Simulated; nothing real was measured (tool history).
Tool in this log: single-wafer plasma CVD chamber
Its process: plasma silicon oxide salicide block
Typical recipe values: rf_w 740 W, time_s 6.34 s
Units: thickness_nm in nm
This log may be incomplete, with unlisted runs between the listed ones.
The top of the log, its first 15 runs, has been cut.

run   hour  rf_w  time_s  read-back reference wafer on the same gauge, thickness_nm  thickness_nm
     380.6  -- RF generator calibrated
 16  384.1   740    6.34                                                     52.343        63.221
 17  417.7   740    6.34                                                     52.088        63.448
 18  429.9   635    6.34                                                     52.293        59.056
 19  463.3   635    6.34                                                     52.274        58.930
 20  491.7   870    6.80                                                     52.215        72.076
     506.1  -- gauge calibrated
 21  506.8   635    5.89                                                     53.650        56.878
 22  540.1   740    7.23                                                     53.560        73.755
 23  563.0   660    6.34                                                     53.463        61.517
 24  591.1   740    6.34                                                     53.365        64.702
 25  624.2   740    5.63                                                     53.177        57.339
 26  659.5   650    7.23                                                     53.150        69.355
 27  687.6   650    7.35                                                     53.097        70.700
 28  714.5   680    5.45                                                     52.987        53.312
 29  791.8   740    6.34                                                     52.830        64.672
 30  806.0   690    6.34                                                     52.859        61.973

The next listed run, before its measurement:
 31  837.0   740    6.34                                                          ?             ?

read-back reference wafer on the same gauge, thickness_nm: 52.654
thickness_nm: 63.400 nm
With the hidden condition absent and the run-to-run variation left alone, this run would have shown thickness_nm 64.331 nm.
